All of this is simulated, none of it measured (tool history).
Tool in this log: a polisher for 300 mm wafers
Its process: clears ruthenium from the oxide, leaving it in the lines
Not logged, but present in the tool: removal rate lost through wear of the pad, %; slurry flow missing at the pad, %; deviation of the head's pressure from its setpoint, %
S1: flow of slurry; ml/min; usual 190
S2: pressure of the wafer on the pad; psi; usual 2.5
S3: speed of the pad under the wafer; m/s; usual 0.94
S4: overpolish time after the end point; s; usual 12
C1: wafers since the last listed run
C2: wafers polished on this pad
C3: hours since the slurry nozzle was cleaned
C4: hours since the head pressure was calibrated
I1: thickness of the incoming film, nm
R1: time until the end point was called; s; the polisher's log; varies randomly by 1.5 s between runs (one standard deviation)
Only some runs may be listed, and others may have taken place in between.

{"run": 1, "hour": 0.0, "S1": 190, "S2": 2.5, "S3": 0.94, "S4": 12, "C1": 0, "C2": 730, "C3": 816.9, "C4": 79.8, "I1": 166.6, "R1": 110.8}
{"hour": 15.2, "done": "slurry nozzle cleaned"}
{"run": 2, "hour": 62.1, "S1": 190, "S2": 2.5, "S3": 0.94, "S4": 12, "C1": 411, "C2": 1141, "C3": 46.9, "C4": 141.9, "I1": 169.6, "R1": 117.6}
{"hour": 109.3, "done": "worn pad replaced by a new one"}
{"run": 3, "hour": 151.6, "S1": 190, "S2": 2.5, "S3": 0.94, "S4": 12, "C1": 575, "C2": 284, "C3": 136.4, "C4": 231.4, "I1": 167.6, "R1": 109.9}
{"run": 4, "hour": 220.6, "S1": 190, "S2": 2.5, "S3": 0.94, "S4": 12, "C1": 464, "C2": 748, "C3": 205.4, "C4": 300.4, "I1": 171.9, "R1": 116.4}
{"run": 5, "hour": 262.6, "S1": 190, "S2": 2.5, "S3": 0.94, "S4": 12, "C1": 282, "C2": 1031, "C3": 247.4, "C4": 342.4, "I1": 172.9, "R1": 120.8}
{"run": 6, "hour": 299.5, "S1": 190, "S2": 2.5, "S3": 0.94, "S4": 12, "C1": 248, "C2": 1279, "C3": 284.3, "C4": 379.3, "I1": 173, "R1": 127.1}
{"hour": 323.9, "done": "worn pad replaced by a new one"}
{"hour": 332.6, "done": "head pressure recalibrated"}
{"run": 7, "hour": 349.8, "S1": 190, "S2": 2.5, "S3": 0.94, "S4": 12, "C1": 298, "C2": 160, "C3": 334.6, "C4": 17.2, "I1": 167.9, "R1": 107}
{"run": 8, "hour": 421.5, "S1": 190, "S2": 2.5, "S3": 0.94, "S4": 12, "C1": 482, "C2": 642, "C3": 406.3, "C4": 88.9, "I1": 166.9, "R1": 107.6}
{"run": 9, "hour": 477.5, "S1": 190, "S2": 2.5, "S3": 0.94, "S4": 18, "C1": 376, "C2": 1019, "C3": 462.3, "C4": 144.9, "I1": 169.4, "R1": 115}
{"hour": 506.0, "done": "worn pad replaced by a new one"}
{"run": 10, "hour": 668.6, "S1": 170, "S2": 2.5, "S3": 0.94, "S4": 12, "C1": 1258, "C2": 1093, "C3": 653.4, "C4": 336, "I1": 170.7, "R1": 118.5}
{"hour": 700.3, "done": "worn pad replaced by a new one"}
{"run": 11, "hour": 700.8, "S1": 190, "S2": 2.5, "S3": 0.94, "S4": 12, "C1": 189, "C2": 3, "C3": 685.6, "C4": 368.2, "I1": 172.8, "R1": 110.7}
{"run": 12, "hour": 745.0, "S1": 190, "S2": 2.5, "S3": 0.94, "S4": 12, "C1": 297, "C2": 300, "C3": 729.8, "C4": 412.4, "I1": 171.1, "R1": 110}

Run 13 is up next; what results do you expect?
{"run": 13, "hour": 776.9, "S1": 190, "S2": 1.7, "S3": 0.94, "S4": 15, "C1": 214, "C2": 515, "C3": 761.7, "C4": 444.3, "I1": 169.4, "R1": "?"}

{"run 13": {"R1": 164.8}}
Minus the tool's unlogged condition, the same run would have read R1 160.8 s.

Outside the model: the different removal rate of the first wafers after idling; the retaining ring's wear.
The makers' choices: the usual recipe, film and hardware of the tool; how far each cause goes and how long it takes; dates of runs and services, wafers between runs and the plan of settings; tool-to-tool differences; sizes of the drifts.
